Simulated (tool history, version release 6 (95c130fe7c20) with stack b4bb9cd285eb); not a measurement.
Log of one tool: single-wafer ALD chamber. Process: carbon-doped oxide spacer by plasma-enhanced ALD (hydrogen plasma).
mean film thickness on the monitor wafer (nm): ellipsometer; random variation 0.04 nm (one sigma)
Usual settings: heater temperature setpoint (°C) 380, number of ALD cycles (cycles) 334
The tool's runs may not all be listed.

run    hour  heater temperature setpoint (°C)  number of ALD cycles (cycles)  wafers since the last listed run  hours since the last thermocouple change  hours since the gauge calibration  read-back reference wafer on the same gauge, thickness_nm  mean film thickness on the monitor wafer (nm)
  1       0                               380                            379                                 0                                     762.8                              984.9                                                     18.979                                          18.32
  2    68.2                               380                            379                                67                                       831                             1053.1                                                     18.981                                         18.377
  3     126                               380                            309                                57                                     888.8                             1110.9                                                     18.979                                         15.068
  4   177.5                               380                            309                                51                                     940.3                             1162.4                                                     18.981                                         15.027
  5   238.9                               380                            334                                61                                    1001.7                             1223.8                                                     18.999                                          16.21
  6   300.3                               380                            334                                61                                    1063.1                             1285.2                                                     19.001                                         16.263
  7   325.8                               380                            334                                25                                    1088.6                             1310.7                                                     19.006                                         16.266
  8   351.9                               380                            334                                25                                    1114.7                             1336.8                                                     18.998                                         16.183
  9   395.8                               376                            334                                43                                    1158.6                             1380.7                                                     19.019                                         16.234
      431.9  -- thermocouple changed; heater temperature recalibrated
 10   459.3                               376                            334                                55                                      27.4                             1444.2                                                     19.033                                         16.314
 11   488.6                               380                            334                                29                                      56.7                             1473.5                                                     19.015                                         16.305
 12   559.6                               380                            334                                70                                     127.7                             1544.5                                                     19.012                                         16.272
 13   620.4                               380                            334                                60                                     188.5                             1605.3                                                     19.035                                         16.232
 14   663.5                               380                            334                                42                                     231.6                             1648.4                                                      19.03                                         16.322
 15   700.3                               392                            363                                36                                     268.4                             1685.2                                                     19.021                                         17.602
      768.5  -- gauge calibrated
 16     771                               380                            334                                70                                     339.1                                2.5                                                     18.621                                         15.893
 17   831.5                               380                            304                                60                                     399.6                                 63                                                     18.667                                         14.529
 18   859.8                               373                            334                                28                                     427.9                               91.3                                                     18.714                                         15.917
 19   930.2                               380                            334                                70                                     498.3                              161.7                                                     18.737                                         15.986
 20   995.5                               392                            395                                64                                     563.6                                227                                                     18.801                                         18.928
 21  1021.3                               380                            334                                25                                     589.4                              252.8                                                     18.793                                         16.034
 22  1058.3                               393                            285                                36                                     626.4                              289.8                                                     18.823                                         13.767
 23  1115.9                               373                            309                                57                                       684                              347.4                                                     18.844                                         14.867
 24  1151.3                               380                            334                                35                                     719.4                              382.8                                                     18.849                                         16.154
 25    1198                               380                            309                                46                                     766.1                              429.5                                                     18.861                                         14.944
 26  1253.1                               385                            373                                54                                     821.2                              484.6                                                     18.906                                         18.114
 27  1297.8                               369                            377                                44                                     865.9                              529.3                                                     18.901                                         18.317
 28    1340                               380                            334                                41                                     908.1                              571.5                                                     18.925                                         16.179
 29  1391.5                               395                            378                                51                                     959.6                                623                                                     18.939                                         18.353

Hidden state or all else? Some run-to-run changes of mean film thickness on the monitor wafer (nm), split into what the settings, what came in and random variation would give without the hidden state, and what is left for the hidden state (with any gauge scatter that isn't in both results):
The hidden state here: wafer temperature above the value expected at the setpoint (K); gauge reads high (%).
Run 2 -> 3: number of ALD cycles (cycles) 379 -> 309. mean film thickness on the monitor wafer (nm) -3.309: hidden state -0.062, all else -3.247.
Run 15 -> 16: heater temperature setpoint (°C) 392 -> 380, number of ALD cycles (cycles) 363 -> 334, gauge calibrated. mean film thickness on the monitor wafer (nm) -1.709: hidden state -0.373, all else -1.336.
Run 25 -> 26: heater temperature setpoint (°C) 380 -> 385, number of ALD cycles (cycles) 309 -> 373. mean film thickness on the monitor wafer (nm) +3.17: hidden state +0.066, all else +3.104.
